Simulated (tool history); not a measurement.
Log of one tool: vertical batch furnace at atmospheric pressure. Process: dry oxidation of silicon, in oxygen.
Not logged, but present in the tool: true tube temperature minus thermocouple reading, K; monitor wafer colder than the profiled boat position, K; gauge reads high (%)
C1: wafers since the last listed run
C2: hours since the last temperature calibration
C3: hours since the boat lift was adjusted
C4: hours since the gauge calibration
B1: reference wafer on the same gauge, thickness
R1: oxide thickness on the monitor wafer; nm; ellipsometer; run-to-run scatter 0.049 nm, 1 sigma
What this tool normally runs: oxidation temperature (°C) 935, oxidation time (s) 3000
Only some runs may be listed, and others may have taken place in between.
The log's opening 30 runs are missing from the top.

Run 31, hour 1669.4: usual settings but oxidation temperature (°C) 947, oxidation time (s) 3540; C1 706; C2 456.6; C3 1170.4; C4 1225.1; B1 23.92. Result: R1 29.83 nm.
Run 32, hour 1700.9: usual settings but oxidation temperature (°C) 920, oxidation time (s) 3960; C1 318; C2 488.1; C3 1201.9; C4 1256.6; B1 23.92. Result: R1 24.56 nm.
Run 33, hour 1764.2: usual settings but oxidation temperature (°C) 926, oxidation time (s) 4020; C1 639; C2 551.4; C3 1265.2; C4 1319.9; B1 23.93. Result: R1 26.15 nm.
Run 34, hour 1804.7: usual settings but oxidation temperature (°C) 911, oxidation time (s) 4320; C1 409; C2 591.9; C3 1305.7; C4 1360.4; B1 23.93. Result: R1 23.75 nm.
Run 35, hour 1831.4: usual settings but oxidation temperature (°C) 927, oxidation time (s) 4440; C1 269; C2 618.6; C3 1332.4; C4 1387.1; B1 23.96. Result: R1 28.23 nm.
Run 36, hour 1888.1: usual settings; C1 572; C2 675.3; C3 1389.1; C4 1443.8; B1 23.94. Result: R1 23.59 nm.
Run 37, hour 1932.4: usual settings but oxidation temperature (°C) 957, oxidation time (s) 1710; C1 447; C2 719.6; C3 1433.4; C4 1488.1; B1 23.96. Result: R1 21.08 nm.
Run 38, hour 1996.4: usual settings but oxidation temperature (°C) 946, oxidation time (s) 4080; C1 646; C2 783.6; C3 1497.4; C4 1552.1; B1 23.96. Result: R1 32.41 nm.
Run 39, hour 2021.1: usual settings; C1 249; C2 808.3; C3 1522.1; C4 1576.8; B1 23.97. Result: R1 23.6 nm.

Branching from run 39: 4 alternative next runs. What would each branch give?
Run A, hour 2026.5: usual settings; C1 54; C2 813.7; C3 1527.5; C4 1582.2; B1 ?. Result: R1 ?.
Run B, hour 2026.5: usual settings but oxidation temperature (°C) 920, oxidation time (s) 1680; C1 54; C2 813.7; C3 1527.5; C4 1582.2; B1 ?. Result: R1 ?.
Run C, hour 2026.5: usual settings but oxidation time (s) 1710; C1 54; C2 813.7; C3 1527.5; C4 1582.2; B1 ?. Result: R1 ?.
Run D, hour 2026.5: usual settings but oxidation temperature (°C) 950, oxidation time (s) 2400; C1 54; C2 813.7; C3 1527.5; C4 1582.2; B1 ?. Result: R1 ?.

run     B1     R1
  A  23.96  23.64
  B  23.96   13.9
  C  23.96  16.31
  D  23.96   24.1
The same runs, with their run-to-run variation unchanged, on a tool lacking any hidden condition would have given:
run     R1
  A  23.18
  B  13.63
  C  15.99
  D  23.64
